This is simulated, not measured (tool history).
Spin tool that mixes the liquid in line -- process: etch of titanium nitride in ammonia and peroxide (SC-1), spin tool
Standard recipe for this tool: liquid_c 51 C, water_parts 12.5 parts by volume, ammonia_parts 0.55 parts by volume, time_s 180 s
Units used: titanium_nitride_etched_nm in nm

run   hour  liquid_c  water_parts  ammonia_parts  time_s  read-back film thickness of the titanium nitride reference wafer, read on the same gauge (nm)  titanium_nitride_etched_nm
  1      0        51         12.5           0.55     180                                                                                          69.98                        17.7
  2   41.6        51          6.5           0.35     180                                                                                             70                       22.82
  3   49.1        51           16           0.55     180                                                                                          70.01                       15.17
      59.3  -- heated supply line repaired
  4   65.5        51         12.5           0.55     225                                                                                          69.98                       27.92
  5   79.3      48.5         12.5           0.55     125                                                                                          69.98                       13.11
      86.5  -- thermometer replaced
  6     87        51         12.5           0.55     180                                                                                          69.95                       19.54
  7   92.7      56.5         12.5           0.35     140                                                                                             70                       20.52
  8  105.7        51         12.5           0.55     180                                                                                          69.99                        19.5
  9  112.8        51         12.5           0.55     180                                                                                          69.97                       19.41
 10  121.1        51         12.5           0.55     180                                                                                          70.01                        19.4
 11  134.1      55.5         12.5           0.45     180                                                                                          69.96                       25.56
 12  140.5        51         12.5           0.75     260                                                                                          70.04                       29.91
 13  155.5        51         12.5           0.85     120                                                                                          69.98                       13.97
 14  166.9        51          8.5           0.55     180                                                                                          70.05                       23.59
 15  213.8        51            9           0.65     180                                                                                          70.02                       23.85
 16  231.7        55         12.5            0.7     120                                                                                          69.97                       17.73
 17  247.5        51         12.5           0.55     180                                                                                          70.03                       19.56
 18  255.6        56         12.5           0.55     265                                                                                          70.01                        39.9
 19  266.5        59         14.5           0.55      85                                                                                          70.02                       14.49
 20    276        45          8.5           0.45     180                                                                                          69.98                       15.07
 21    283        51         12.5           0.55     180                                                                                          69.98                       19.35
 22  297.2        51         12.5           0.55     270                                                                                          69.98                       29.12
 23  314.4        48         12.5            0.6     180                                                                                          70.05                       16.01

Hidden state or all else? Some run-to-run changes of titanium_nitride_etched_nm, split into what the settings, what came in and random variation would give without the hidden state, and what is left for the hidden state (with any gauge scatter that isn't in both results):
Hidden conditions of the tool in this case: liquid hotter than its thermometer reads (K); ammonia flow below the setpoint (%); temperature lost on the way to the wafer (K); ammonia solution weaker than its label (%); gauge reads high (%).
Run 3 -> 4: water_parts 16 -> 12.5, time_s 180 -> 225, heated supply line repaired. titanium_nitride_etched_nm +12.75 nm: hidden state +5.36, all else +7.39.
Run 4 -> 5: liquid_c 51 -> 48.5, time_s 225 -> 125. titanium_nitride_etched_nm -14.81 nm: hidden state -1.89, all else -12.92.
Run 17 -> 18: liquid_c 51 -> 56, time_s 180 -> 265. titanium_nitride_etched_nm +20.34 nm: hidden state -0.15, all else +20.49.
Run 18 -> 19: liquid_c 56 -> 59, water_parts 12.5 -> 14.5, time_s 265 -> 85. titanium_nitride_etched_nm -25.41 nm: hidden state +0.18, all else -25.59.

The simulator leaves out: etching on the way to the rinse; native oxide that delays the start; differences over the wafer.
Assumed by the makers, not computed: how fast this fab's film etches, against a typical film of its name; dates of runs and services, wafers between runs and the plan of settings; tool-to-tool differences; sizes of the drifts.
